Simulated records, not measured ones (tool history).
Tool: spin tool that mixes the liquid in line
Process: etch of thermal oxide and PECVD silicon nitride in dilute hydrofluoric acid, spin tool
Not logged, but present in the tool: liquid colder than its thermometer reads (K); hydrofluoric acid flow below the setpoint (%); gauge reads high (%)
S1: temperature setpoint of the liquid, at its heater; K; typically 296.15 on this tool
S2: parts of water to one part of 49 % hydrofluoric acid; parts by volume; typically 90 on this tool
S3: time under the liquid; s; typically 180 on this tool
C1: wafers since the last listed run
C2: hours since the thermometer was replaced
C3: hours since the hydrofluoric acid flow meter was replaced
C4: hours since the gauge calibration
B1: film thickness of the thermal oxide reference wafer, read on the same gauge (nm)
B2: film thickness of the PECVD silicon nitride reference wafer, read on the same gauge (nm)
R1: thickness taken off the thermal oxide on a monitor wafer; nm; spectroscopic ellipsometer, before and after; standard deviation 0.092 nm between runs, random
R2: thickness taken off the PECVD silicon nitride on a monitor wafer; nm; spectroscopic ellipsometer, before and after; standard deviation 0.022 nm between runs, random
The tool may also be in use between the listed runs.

Run 1, hour 0: usual settings; C1 0; C2 1190.3; C3 1119.6; C4 1148.1; B1 70; B2 69.982. Result: R1 9.54 nm, R2 2.507 nm.
At hour 19.8: gauge calibrated.
Run 2, hour 24.9: usual settings but S1 297.65 K; C1 204; C2 1215.2; C3 1144.5; C4 5.1; B1 70.03; B2 70.017. Result: R1 10.22 nm, R2 2.795 nm.
Run 3, hour 64.9: usual settings but S1 297.65 K; C1 329; C2 1255.2; C3 1184.5; C4 45.1; B1 69.97; B2 69.968. Result: R1 9.96 nm, R2 2.742 nm.
Run 4, hour 126.8: usual settings but S1 297.65 K; C1 509; C2 1317.1; C3 1246.4; C4 107; B1 69.99; B2 70.019. Result: R1 10.19 nm, R2 2.76 nm.
Run 5, hour 170.7: usual settings but S2 55 parts by volume; C1 361; C2 1361; C3 1290.3; C4 150.9; B1 69.98; B2 70.006. Result: R1 16.08 nm, R2 3.97 nm.
Run 6, hour 242.5: usual settings but S2 55 parts by volume; C1 590; C2 1432.8; C3 1362.1; C4 222.7; B1 70.02; B2 70.029. Result: R1 16.1 nm, R2 3.984 nm.
Run 7, hour 288.6: usual settings but S2 55 parts by volume; C1 379; C2 1478.9; C3 1408.2; C4 268.8; B1 70.01; B2 69.972. Result: R1 16.07 nm, R2 3.991 nm.
Run 8, hour 317.1: usual settings; C1 234; C2 1507.4; C3 1436.7; C4 297.3; B1 70.01; B2 69.978. Result: R1 9.43 nm, R2 2.433 nm.
Run 9, hour 365.3: usual settings; C1 396; C2 1555.6; C3 1484.9; C4 345.5; B1 70; B2 69.998. Result: R1 9.46 nm, R2 2.406 nm.
Run 10, hour 417.7: usual settings; C1 431; C2 1608; C3 1537.3; C4 397.9; B1 70; B2 70.006. Result: R1 9.38 nm, R2 2.397 nm.
Run 11, hour 472.6: usual settings but S2 120 parts by volume, S3 130 s; C1 451; C2 1662.9; C3 1592.2; C4 452.8; B1 70.01; B2 70.02. Result: R1 4.85 nm, R2 1.307 nm.
Run 12, hour 514.4: usual settings; C1 343; C2 1704.7; C3 1634; C4 494.6; B1 70; B2 69.99. Result: R1 9.37 nm, R2 2.432 nm.
Run 13, hour 545.8: usual settings but S3 255 s; C1 258; C2 1736.1; C3 1665.4; C4 526; B1 70.01; B2 70.036. Result: R1 13.2 nm, R2 3.372 nm.
Run 14, hour 581.6: usual settings but S1 298.15 K, S3 130 s; C1 294; C2 1771.9; C3 1701.2; C4 561.8; B1 70.01; B2 69.993. Result: R1 7.34 nm, R2 1.97 nm.
Run 15, hour 653.5: usual settings but S1 291.65 K, S2 65 parts by volume, S3 135 s; C1 591; C2 1843.8; C3 1773.1; C4 633.7; B1 70.01; B2 69.982. Result: R1 8.21 nm, R2 1.779 nm.
At hour 694.3: thermometer replaced.
At hour 720: hydrofluoric acid flow meter replaced.
Run 16, hour 720.5: usual settings but S1 300.65 K, S3 130 s; C1 534; C2 26.2; C3 0.5; C4 700.7; B1 69.99; B2 69.951. Result: R1 8.73 nm, R2 2.692 nm.
Run 17, hour 756: usual settings but S2 55 parts by volume; C1 292; C2 61.7; C3 36; C4 736.2; B1 69.99; B2 69.948. Result: R1 17.33 nm, R2 4.381 nm.
Run 18, hour 819.8: usual settings but S2 75 parts by volume, S3 215 s; C1 524; C2 125.5; C3 99.8; C4 800; B1 70.01; B2 69.98. Result: R1 14.7 nm, R2 3.934 nm.

Run 19, settings as shown, results not yet in. Your forecast:
Run 19, hour 872: usual settings but S1 291.65 K, S2 50 parts by volume, S3 225 s; C1 429; C2 177.7; C3 152; C4 852.2; B1 ?; B2 ?. Result: R1 ?, R2 ?.

B1: 70
B2: 70.032
R1: 19.6 nm
R2: 4.415 nm
Were there no unlogged condition in the tool, this run, its random variation unchanged, would have produced R1 19.96 nm, R2 4.551 nm.

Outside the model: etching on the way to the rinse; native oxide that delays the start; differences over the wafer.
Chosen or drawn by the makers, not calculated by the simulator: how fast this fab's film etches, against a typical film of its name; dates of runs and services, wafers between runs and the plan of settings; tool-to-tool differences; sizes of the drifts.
